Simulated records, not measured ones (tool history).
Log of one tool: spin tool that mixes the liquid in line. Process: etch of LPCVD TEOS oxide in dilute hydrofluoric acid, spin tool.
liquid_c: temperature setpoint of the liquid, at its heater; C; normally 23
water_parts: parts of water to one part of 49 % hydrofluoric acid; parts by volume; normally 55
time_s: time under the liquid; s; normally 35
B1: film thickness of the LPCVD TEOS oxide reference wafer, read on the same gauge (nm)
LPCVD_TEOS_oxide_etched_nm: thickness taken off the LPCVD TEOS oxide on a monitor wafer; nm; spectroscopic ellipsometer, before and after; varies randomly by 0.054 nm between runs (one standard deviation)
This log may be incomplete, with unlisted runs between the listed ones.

{"run": 1, "hour": 0.0, "liquid_c": 20.5, "water_parts": 55, "time_s": 35, "B1": 79.96, "LPCVD_TEOS_oxide_etched_nm": 11}
{"run": 2, "hour": 48.9, "liquid_c": 23, "water_parts": 55, "time_s": 35, "B1": 80.01, "LPCVD_TEOS_oxide_etched_nm": 12.17}
{"run": 3, "hour": 120.1, "liquid_c": 23, "water_parts": 55, "time_s": 35, "B1": 80.01, "LPCVD_TEOS_oxide_etched_nm": 12.26}
{"run": 4, "hour": 169.9, "liquid_c": 23, "water_parts": 60, "time_s": 35, "B1": 80.01, "LPCVD_TEOS_oxide_etched_nm": 11.07}
{"run": 5, "hour": 228.1, "liquid_c": 23, "water_parts": 60, "time_s": 35, "B1": 80.02, "LPCVD_TEOS_oxide_etched_nm": 11.17}
{"run": 6, "hour": 284.0, "liquid_c": 23, "water_parts": 55, "time_s": 35, "B1": 79.99, "LPCVD_TEOS_oxide_etched_nm": 12.34}
{"run": 7, "hour": 460.3, "liquid_c": 24.5, "water_parts": 55, "time_s": 35, "B1": 79.96, "LPCVD_TEOS_oxide_etched_nm": 13.04}
{"run": 8, "hour": 511.6, "liquid_c": 23, "water_parts": 55, "time_s": 35, "B1": 80.01, "LPCVD_TEOS_oxide_etched_nm": 12.38}
{"run": 9, "hour": 550.4, "liquid_c": 23, "water_parts": 55, "time_s": 35, "B1": 79.96, "LPCVD_TEOS_oxide_etched_nm": 12.31}
{"run": 10, "hour": 619.3, "liquid_c": 23, "water_parts": 55, "time_s": 35, "B1": 80.01, "LPCVD_TEOS_oxide_etched_nm": 12.48}
{"run": 11, "hour": 652.5, "liquid_c": 23, "water_parts": 30, "time_s": 35, "B1": 79.98, "LPCVD_TEOS_oxide_etched_nm": 23.57}
{"run": 12, "hour": 698.3, "liquid_c": 23, "water_parts": 30, "time_s": 35, "B1": 80, "LPCVD_TEOS_oxide_etched_nm": 23.23}
{"run": 13, "hour": 741.8, "liquid_c": 23, "water_parts": 55, "time_s": 35, "B1": 80.03, "LPCVD_TEOS_oxide_etched_nm": 12.43}
{"run": 14, "hour": 794.2, "liquid_c": 23, "water_parts": 55, "time_s": 35, "B1": 80, "LPCVD_TEOS_oxide_etched_nm": 12.43}
{"hour": 822.4, "done": "hydrofluoric acid flow meter replaced"}
{"run": 15, "hour": 859.7, "liquid_c": 23, "water_parts": 55, "time_s": 35, "B1": 79.98, "LPCVD_TEOS_oxide_etched_nm": 12.84}
{"hour": 897.9, "done": "gauge calibrated"}
{"run": 16, "hour": 910.9, "liquid_c": 23, "water_parts": 35, "time_s": 35, "B1": 79.98, "LPCVD_TEOS_oxide_etched_nm": 20.74}
{"hour": 974.7, "done": "thermometer replaced"}
{"run": 17, "hour": 976.3, "liquid_c": 23, "water_parts": 55, "time_s": 35, "B1": 80, "LPCVD_TEOS_oxide_etched_nm": 12.99}
{"run": 18, "hour": 1012.6, "liquid_c": 19.5, "water_parts": 35, "time_s": 15, "B1": 80, "LPCVD_TEOS_oxide_etched_nm": 7.69}
{"run": 19, "hour": 1049.2, "liquid_c": 25, "water_parts": 55, "time_s": 35, "B1": 80.03, "LPCVD_TEOS_oxide_etched_nm": 13.97}
{"hour": 1091.3, "done": "hydrofluoric acid flow meter replaced, repeated, since the last time left the tool worse"}
{"run": 20, "hour": 1113.0, "liquid_c": 18.5, "water_parts": 75, "time_s": 20, "B1": 79.99, "LPCVD_TEOS_oxide_etched_nm": 4}
{"run": 21, "hour": 1167.3, "liquid_c": 27.5, "water_parts": 85, "time_s": 55, "B1": 80.02, "LPCVD_TEOS_oxide_etched_nm": 13.79}
{"run": 22, "hour": 1199.4, "liquid_c": 21.5, "water_parts": 55, "time_s": 35, "B1": 80, "LPCVD_TEOS_oxide_etched_nm": 11.04}
{"run": 23, "hour": 1243.1, "liquid_c": 18.5, "water_parts": 75, "time_s": 20, "B1": 80.01, "LPCVD_TEOS_oxide_etched_nm": 3.98}
{"run": 24, "hour": 1271.8, "liquid_c": 26, "water_parts": 70, "time_s": 55, "B1": 79.98, "LPCVD_TEOS_oxide_etched_nm": 16.13}
{"run": 25, "hour": 1317.1, "liquid_c": 25, "water_parts": 80, "time_s": 35, "B1": 80.01, "LPCVD_TEOS_oxide_etched_nm": 8.5}
{"run": 26, "hour": 1371.4, "liquid_c": 23, "water_parts": 35, "time_s": 20, "B1": 80, "LPCVD_TEOS_oxide_etched_nm": 10.93}
{"run": 27, "hour": 1409.2, "liquid_c": 19, "water_parts": 35, "time_s": 40, "B1": 80, "LPCVD_TEOS_oxide_etched_nm": 18.43}
{"run": 28, "hour": 1492.9, "liquid_c": 23, "water_parts": 55, "time_s": 35, "B1": 80.01, "LPCVD_TEOS_oxide_etched_nm": 11.83}
{"run": 29, "hour": 1551.2, "liquid_c": 23, "water_parts": 45, "time_s": 35, "B1": 80, "LPCVD_TEOS_oxide_etched_nm": 14.67}
{"run": 30, "hour": 1614.8, "liquid_c": 18.5, "water_parts": 55, "time_s": 50, "B1": 80.03, "LPCVD_TEOS_oxide_etched_nm": 14.06}
{"run": 31, "hour": 1639.4, "liquid_c": 27.5, "water_parts": 55, "time_s": 40, "B1": 79.98, "LPCVD_TEOS_oxide_etched_nm": 16.48}
{"run": 32, "hour": 1686.5, "liquid_c": 23, "water_parts": 55, "time_s": 35, "B1": 79.98, "LPCVD_TEOS_oxide_etched_nm": 12.01}
{"run": 33, "hour": 1739.6, "liquid_c": 18.5, "water_parts": 35, "time_s": 45, "B1": 79.99, "LPCVD_TEOS_oxide_etched_nm": 20.41}

List, for all runs, the conditions of the tool that the log does not record:
liquid colder than its thermometer reads (K): 0 at every run
gauge reads high (%): 0 at every run
H1: hydrofluoric acid flow above the setpoint (%)
run=1 H1=4.15
run=2 H1=4.3
run=3 H1=4.5
run=4 H1=4.65
run=5 H1=4.82
run=6 H1=4.98
run=7 H1=5.5
run=8 H1=5.65
run=9 H1=5.77
run=10 H1=5.97
run=11 H1=6.07
run=12 H1=6.2
run=13 H1=6.33
run=14 H1=6.48
run=15 H1=9.64
run=16 H1=9.79
run=17 H1=9.98
run=18 H1=10.1
run=19 H1=10.2
run=20 H1=0.708
run=21 H1=0.867
run=22 H1=0.961
run=23 H1=1.09
run=24 H1=1.17
run=25 H1=1.31
run=26 H1=1.47
run=27 H1=1.58
run=28 H1=1.82
run=29 H1=1.99
run=30 H1=2.18
run=31 H1=2.25
run=32 H1=2.39
run=33 H1=2.55
